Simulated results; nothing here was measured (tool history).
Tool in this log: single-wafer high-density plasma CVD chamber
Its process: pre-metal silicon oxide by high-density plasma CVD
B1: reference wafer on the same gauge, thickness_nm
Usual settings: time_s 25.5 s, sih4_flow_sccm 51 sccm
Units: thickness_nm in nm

{"run": 1, "day": 0.0, "time_s": 27.2, "sih4_flow_sccm": 51, "B1": 145.958, "thickness_nm": 141.529}
{"run": 2, "day": 1.442, "time_s": 27.2, "sih4_flow_sccm": 51, "B1": 145.982, "thickness_nm": 141.088}
{"run": 3, "day": 2.733, "time_s": 27.2, "sih4_flow_sccm": 51, "B1": 146.017, "thickness_nm": 140.758}
{"run": 4, "day": 5.125, "time_s": 22.6, "sih4_flow_sccm": 51, "B1": 146.018, "thickness_nm": 116.975}
{"run": 5, "day": 5.729, "time_s": 22.6, "sih4_flow_sccm": 51, "B1": 146.083, "thickness_nm": 116.972}
{"run": 6, "day": 6.654, "time_s": 22.6, "sih4_flow_sccm": 51, "B1": 146.014, "thickness_nm": 117.647}
{"run": 7, "day": 7.312, "time_s": 25.5, "sih4_flow_sccm": 58, "B1": 145.878, "thickness_nm": 149.069}
{"run": 8, "day": 9.2, "time_s": 27.3, "sih4_flow_sccm": 51, "B1": 145.936, "thickness_nm": 142.618}
{"run": 9, "day": 10.404, "time_s": 27.3, "sih4_flow_sccm": 51, "B1": 146.124, "thickness_nm": 143.056}
{"run": 10, "day": 11.638, "time_s": 25.5, "sih4_flow_sccm": 57, "B1": 146.042, "thickness_nm": 148.727}
{"run": 11, "day": 12.917, "time_s": 25.5, "sih4_flow_sccm": 57, "B1": 145.851, "thickness_nm": 142.864}
{"run": 12, "day": 14.379, "time_s": 25.5, "sih4_flow_sccm": 57, "B1": 145.948, "thickness_nm": 142.238}
{"run": 13, "day": 15.742, "time_s": 25.5, "sih4_flow_sccm": 51, "B1": 146.154, "thickness_nm": 128.862}
{"run": 14, "day": 16.308, "time_s": 24, "sih4_flow_sccm": 41, "B1": 146.159, "thickness_nm": 99.705}
{"run": 15, "day": 16.958, "time_s": 25.5, "sih4_flow_sccm": 51, "B1": 146.122, "thickness_nm": 128.372}
{"run": 16, "day": 17.788, "time_s": 27.5, "sih4_flow_sccm": 42, "B1": 145.881, "thickness_nm": 116.384}
{"run": 17, "day": 18.758, "time_s": 21.9, "sih4_flow_sccm": 51, "B1": 146.218, "thickness_nm": 110.667}
{"run": 18, "day": 19.742, "time_s": 25.5, "sih4_flow_sccm": 51, "B1": 145.854, "thickness_nm": 128.248}
{"run": 19, "day": 20.758, "time_s": 20.8, "sih4_flow_sccm": 61, "B1": 145.938, "thickness_nm": 123.985}
{"run": 20, "day": 21.329, "time_s": 25.5, "sih4_flow_sccm": 55, "B1": 146.059, "thickness_nm": 137.333}
{"run": 21, "day": 21.896, "time_s": 25.5, "sih4_flow_sccm": 51, "B1": 145.775, "thickness_nm": 128.936}
{"run": 22, "day": 22.846, "time_s": 26.9, "sih4_flow_sccm": 51, "B1": 145.933, "thickness_nm": 136.379}
{"run": 23, "day": 24.054, "time_s": 25.5, "sih4_flow_sccm": 51, "B1": 145.889, "thickness_nm": 128.388}
{"run": 24, "day": 25.342, "time_s": 29.6, "sih4_flow_sccm": 41, "B1": 145.824, "thickness_nm": 122.593}
{"run": 25, "day": 26.088, "time_s": 25.5, "sih4_flow_sccm": 51, "B1": 146.228, "thickness_nm": 128.58}
{"run": 26, "day": 26.658, "time_s": 25.5, "sih4_flow_sccm": 44, "B1": 145.75, "thickness_nm": 112.157}

Missing from the log above: 2 entries noted between runs. For each, name the pair of listed runs it sits between and say how the tool's hidden condition differs from the listed run just before to the listed run just after:
From run 7 to run 8: gauge calibrated (day 9.042)
  delivered silane flow above the setpoint (%): 4.26 -> 4.48
  what was measured, less what the result would be without the hidden state, thickness_nm: +5.547 -> +5.578 nm
From run 10 to run 11: silane flow controller replaced (day 12.425)
  delivered silane flow above the setpoint (%): 4.79 -> 0.645
  what was measured, less what the result would be without the hidden state, thickness_nm: +6.192 -> +0.831 nm
